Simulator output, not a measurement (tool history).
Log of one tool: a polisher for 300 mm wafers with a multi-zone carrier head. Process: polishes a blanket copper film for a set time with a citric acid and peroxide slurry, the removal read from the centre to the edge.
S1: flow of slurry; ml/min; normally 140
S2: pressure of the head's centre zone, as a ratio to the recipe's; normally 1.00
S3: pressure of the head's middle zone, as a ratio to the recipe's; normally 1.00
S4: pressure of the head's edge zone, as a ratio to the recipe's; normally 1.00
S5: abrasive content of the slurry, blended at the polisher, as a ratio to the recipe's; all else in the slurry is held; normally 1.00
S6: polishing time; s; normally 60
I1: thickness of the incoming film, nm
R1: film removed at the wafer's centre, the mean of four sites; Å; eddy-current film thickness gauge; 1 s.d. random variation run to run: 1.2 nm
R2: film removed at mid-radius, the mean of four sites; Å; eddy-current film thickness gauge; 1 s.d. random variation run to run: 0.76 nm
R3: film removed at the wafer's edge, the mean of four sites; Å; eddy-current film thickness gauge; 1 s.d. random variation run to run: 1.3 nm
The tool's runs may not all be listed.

run	hour	S1	S2	S3	S4	S5	S6	I1	R1	R2	R3
1	0.0	140	1.00	1.00	1.00	1.00	60	942.6	1162	1129	1154
# hour 2.9: edge zone pressure recalibrated
2	7.5	140	1.00	1.00	1.00	1.00	60	946.9	1175	1136	1163
3	17.9	140	1.00	1.00	1.00	1.00	60	933.8	1197	1142	1141
4	31.0	180	0.89	1.09	1.00	1.00	60	955.1	1104	1252	1149
# hour 39.8: slurry nozzle cleaned
5	48.0	140	1.00	1.00	1.00	1.00	76	955.8	1479	1428	1467
6	63.5	140	1.00	1.00	1.00	1.00	60	933.0	1177	1126	1162
7	91.1	120	0.93	1.00	1.00	1.25	60	953.2	1111	1160	1190
8	101.3	155	1.00	1.00	1.00	1.15	67	936.9	1375	1343	1338
9	114.2	140	1.00	1.00	1.00	1.00	60	954.0	1172	1136	1157
10	131.2	140	1.11	1.00	1.00	1.00	60	947.6	1304	1126	1124
# hour 142.7: worn pad replaced by a new one
11	148.2	140	1.00	1.00	1.09	1.00	60	938.0	1164	1146	1159
12	163.1	120	1.00	1.00	1.09	0.75	60	952.9	1097	1041	1106
13	181.1	140	1.00	1.00	1.00	1.00	60	928.5	1173	1132	1155
14	204.9	140	1.00	0.89	0.92	1.00	60	935.2	1152	1032	1088
15	222.7	140	1.06	0.90	1.00	1.00	77	945.7	1590	1343	1474
16	239.4	140	1.00	1.00	1.00	1.00	78	939.2	1547	1475	1492

Expected results for the next run?
17	251.7	140	1.00	1.12	1.10	0.75	60	925.5	?	?	?

{"run 17": {"R1": 1115, "R2": 1171, "R3": 1112}}
Take away the tool's hidden state, keep the run-to-run variation as it was, and the same run would have given R1 1115 Å, R2 1171 Å, R3 1112 Å.
